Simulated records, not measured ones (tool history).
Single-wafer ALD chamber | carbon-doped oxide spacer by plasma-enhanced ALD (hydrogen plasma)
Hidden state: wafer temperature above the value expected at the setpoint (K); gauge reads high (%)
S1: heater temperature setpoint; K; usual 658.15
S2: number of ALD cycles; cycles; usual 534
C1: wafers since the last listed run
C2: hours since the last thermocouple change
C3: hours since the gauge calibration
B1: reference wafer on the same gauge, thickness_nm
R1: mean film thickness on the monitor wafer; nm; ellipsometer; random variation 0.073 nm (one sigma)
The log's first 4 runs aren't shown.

{"run": 5, "day": 7.296, "S1": 658.15, "S2": 534, "C1": 23, "C2": 1685.3, "C3": 2402.7, "B1": 23.625, "R1": 23.725}
{"run": 6, "day": 8.333, "S1": 666.15, "S2": 486, "C1": 11, "C2": 1710.2, "C3": 2427.6, "B1": 23.592, "R1": 21.46}
{"run": 7, "day": 11.008, "S1": 666.15, "S2": 486, "C1": 30, "C2": 1774.4, "C3": 2491.8, "B1": 23.621, "R1": 21.496}
{"run": 8, "day": 13.283, "S1": 666.15, "S2": 486, "C1": 25, "C2": 1829.0, "C3": 2546.4, "B1": 23.655, "R1": 21.604}
{"run": 9, "day": 16.183, "S1": 658.15, "S2": 534, "C1": 32, "C2": 1898.6, "C3": 2616.0, "B1": 23.66, "R1": 23.67}
{"run": 10, "day": 20.9, "S1": 658.15, "S2": 534, "C1": 53, "C2": 2011.8, "C3": 2729.2, "B1": 23.673, "R1": 23.706}
{"run": 11, "day": 22.054, "S1": 658.15, "S2": 534, "C1": 13, "C2": 2039.5, "C3": 2756.9, "B1": 23.714, "R1": 23.686}
{"run": 12, "day": 24.771, "S1": 649.15, "S2": 534, "C1": 30, "C2": 2104.7, "C3": 2822.1, "B1": 23.699, "R1": 23.752}
{"run": 13, "day": 27.475, "S1": 667.15, "S2": 534, "C1": 30, "C2": 2169.6, "C3": 2887.0, "B1": 23.774, "R1": 23.62}
{"run": 14, "day": 29.375, "S1": 667.15, "S2": 534, "C1": 21, "C2": 2215.2, "C3": 2932.6, "B1": 23.773, "R1": 23.885}
{"run": 15, "day": 30.838, "S1": 667.15, "S2": 534, "C1": 16, "C2": 2250.3, "C3": 2967.7, "B1": 23.777, "R1": 23.658}
{"run": 16, "day": 33.35, "S1": 658.15, "S2": 534, "C1": 28, "C2": 2310.6, "C3": 3028.0, "B1": 23.768, "R1": 23.785}
{"run": 17, "day": 36.246, "S1": 654.15, "S2": 534, "C1": 32, "C2": 2380.1, "C3": 3097.5, "B1": 23.815, "R1": 23.81}
{"day": 39.688, "done": "thermocouple changed; heater temperature recalibrated"}
{"run": 18, "day": 41.758, "S1": 654.15, "S2": 534, "C1": 58, "C2": 49.7, "C3": 3229.8, "B1": 23.875, "R1": 23.797}
{"run": 19, "day": 43.579, "S1": 654.15, "S2": 534, "C1": 20, "C2": 93.4, "C3": 3273.5, "B1": 23.87, "R1": 23.73}
{"run": 20, "day": 46.546, "S1": 658.15, "S2": 534, "C1": 33, "C2": 164.6, "C3": 3344.7, "B1": 23.892, "R1": 23.69}
{"run": 21, "day": 48.212, "S1": 658.15, "S2": 534, "C1": 18, "C2": 204.6, "C3": 3384.7, "B1": 23.897, "R1": 23.889}
{"run": 22, "day": 49.942, "S1": 658.15, "S2": 534, "C1": 19, "C2": 246.1, "C3": 3426.2, "B1": 23.911, "R1": 23.809}
{"run": 23, "day": 51.2, "S1": 658.15, "S2": 534, "C1": 14, "C2": 276.3, "C3": 3456.4, "B1": 23.93, "R1": 23.922}
{"run": 24, "day": 54.179, "S1": 668.15, "S2": 461, "C1": 33, "C2": 347.8, "C3": 3527.9, "B1": 23.985, "R1": 20.808}
{"run": 25, "day": 55.212, "S1": 673.15, "S2": 507, "C1": 11, "C2": 372.6, "C3": 3552.7, "B1": 23.956, "R1": 22.641}
{"run": 26, "day": 57.196, "S1": 673.15, "S2": 507, "C1": 22, "C2": 420.2, "C3": 3600.3, "B1": 24.02, "R1": 22.714}
{"day": 57.292, "done": "gauge calibrated"}
{"run": 27, "day": 58.221, "S1": 658.15, "S2": 534, "C1": 11, "C2": 444.8, "C3": 22.3, "B1": 23.315, "R1": 23.339}
{"run": 28, "day": 59.975, "S1": 665.15, "S2": 580, "C1": 19, "C2": 486.9, "C3": 64.4, "B1": 23.335, "R1": 25.16}

Run 29 comes next. What will it give?
{"run": 29, "day": 61.233, "S1": 666.15, "S2": 588, "C1": 14, "C2": 517.1, "C3": 94.6, "B1": "?", "R1": "?"}

{"run 29": {"B1": 23.367, "R1": 25.655}}
Without the tool's hidden state the same run would have given R1 25.597 nm.
